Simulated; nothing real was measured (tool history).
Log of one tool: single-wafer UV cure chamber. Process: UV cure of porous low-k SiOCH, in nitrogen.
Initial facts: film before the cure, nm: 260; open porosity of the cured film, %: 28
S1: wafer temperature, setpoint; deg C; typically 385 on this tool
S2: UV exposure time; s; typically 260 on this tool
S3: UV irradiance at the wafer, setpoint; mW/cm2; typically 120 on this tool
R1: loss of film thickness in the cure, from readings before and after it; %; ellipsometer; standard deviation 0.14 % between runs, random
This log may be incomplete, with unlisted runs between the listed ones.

{"run": 1, "hour": 0.0, "S1": 385, "S2": 260, "S3": 120, "R1": 16.241}
{"run": 2, "hour": 40.3, "S1": 385, "S2": 260, "S3": 120, "R1": 16.079}
{"run": 3, "hour": 76.7, "S1": 385, "S2": 260, "S3": 120, "R1": 16.182}
{"run": 4, "hour": 148.6, "S1": 385, "S2": 260, "S3": 120, "R1": 15.799}
{"run": 5, "hour": 208.8, "S1": 385, "S2": 260, "S3": 120, "R1": 15.545}
{"hour": 245.0, "done": "quartz window cleaned"}
{"run": 6, "hour": 273.9, "S1": 385, "S2": 260, "S3": 120, "R1": 16.924}
{"run": 7, "hour": 331.5, "S1": 393, "S2": 260, "S3": 120, "R1": 16.801}
{"run": 8, "hour": 375.1, "S1": 393, "S2": 260, "S3": 120, "R1": 16.61}
{"run": 9, "hour": 418.5, "S1": 393, "S2": 260, "S3": 120, "R1": 16.507}
{"run": 10, "hour": 482.3, "S1": 385, "S2": 225, "S3": 120, "R1": 15.429}
{"run": 11, "hour": 540.9, "S1": 385, "S2": 225, "S3": 120, "R1": 15.408}
{"run": 12, "hour": 583.8, "S1": 385, "S2": 260, "S3": 120, "R1": 15.941}
{"run": 13, "hour": 637.5, "S1": 385, "S2": 260, "S3": 120, "R1": 15.995}
{"run": 14, "hour": 683.4, "S1": 385, "S2": 260, "S3": 120, "R1": 15.789}
{"run": 15, "hour": 739.9, "S1": 385, "S2": 260, "S3": 120, "R1": 15.342}
{"hour": 749.7, "done": "quartz window cleaned"}
{"run": 16, "hour": 776.4, "S1": 385, "S2": 260, "S3": 120, "R1": 16.747}
{"run": 17, "hour": 836.9, "S1": 385, "S2": 260, "S3": 120, "R1": 16.57}
{"run": 18, "hour": 876.1, "S1": 385, "S2": 260, "S3": 120, "R1": 16.695}
{"run": 19, "hour": 902.1, "S1": 385, "S2": 260, "S3": 120, "R1": 16.374}
{"hour": 948.8, "done": "UV bulbs replaced"}
{"run": 20, "hour": 960.0, "S1": 393, "S2": 260, "S3": 105, "R1": 15.905}
{"run": 21, "hour": 1019.0, "S1": 378, "S2": 260, "S3": 120, "R1": 16.296}
{"run": 22, "hour": 1063.0, "S1": 385, "S2": 260, "S3": 120, "R1": 16.191}
{"run": 23, "hour": 1094.7, "S1": 385, "S2": 260, "S3": 120, "R1": 16.065}
{"run": 24, "hour": 1155.3, "S1": 385, "S2": 210, "S3": 81, "R1": 12.686}
{"run": 25, "hour": 1223.7, "S1": 385, "S2": 260, "S3": 135, "R1": 16.177}
{"run": 26, "hour": 1288.7, "S1": 385, "S2": 260, "S3": 157, "R1": 16.765}
{"hour": 1341.1, "done": "quartz window cleaned"}
{"run": 27, "hour": 1341.6, "S1": 385, "S2": 260, "S3": 80, "R1": 14.526}
{"run": 28, "hour": 1363.9, "S1": 385, "S2": 260, "S3": 141, "R1": 17.365}
{"run": 29, "hour": 1411.1, "S1": 385, "S2": 260, "S3": 120, "R1": 16.48}
{"run": 30, "hour": 1471.8, "S1": 372, "S2": 205, "S3": 139, "R1": 15.688}
{"run": 31, "hour": 1532.6, "S1": 366, "S2": 160, "S3": 97, "R1": 12.183}
{"run": 32, "hour": 1581.5, "S1": 385, "S2": 375, "S3": 139, "R1": 19.212}
{"run": 33, "hour": 1644.2, "S1": 385, "S2": 225, "S3": 120, "R1": 15.147}
{"run": 34, "hour": 1684.3, "S1": 385, "S2": 115, "S3": 144, "R1": 12.567}
{"run": 35, "hour": 1722.7, "S1": 404, "S2": 180, "S3": 100, "R1": 13.317}
{"run": 36, "hour": 1784.4, "S1": 398, "S2": 260, "S3": 84, "R1": 13.863}
{"hour": 1813.5, "done": "quartz window cleaned"}
{"run": 37, "hour": 1976.1, "S1": 396, "S2": 260, "S3": 120, "R1": 16.813}

Below, each run's measurement less what the same run would have read without the hidden state. Both values contain the same run-to-run variation, but the gauge's scatter may not be the same in both:
Hidden conditions of the tool in this case: lamp output below its setpoint, %; transmission lost against a clean window, %.
run=1 R1=-0.351
run=2 R1=-0.432
run=3 R1=-0.527
run=4 R1=-0.738
run=5 R1=-0.964
run=6 R1=-0.095
run=7 R1=-0.123
run=8 R1=-0.165
run=9 R1=-0.222
run=10 R1=-0.335
run=11 R1=-0.48
run=12 R1=-0.608
run=13 R1=-0.808
run=14 R1=-0.998
run=15 R1=-1.258
run=16 R1=-0.075
run=17 R1=-0.105
run=18 R1=-0.142
run=19 R1=-0.171
run=20 R1=-0.266
run=21 R1=-0.398
run=22 R1=-0.515
run=23 R1=-0.612
run=24 R1=-0.796
run=25 R1=-1.144
run=26 R1=-1.519
run=27 R1=-0.125
run=28 R1=-0.131
run=29 R1=-0.149
run=30 R1=-0.201
run=31 R1=-0.272
run=32 R1=-0.395
run=33 R1=-0.531
run=34 R1=-0.631
run=35 R1=-0.771
run=36 R1=-1.022
run=37 R1=-0.255
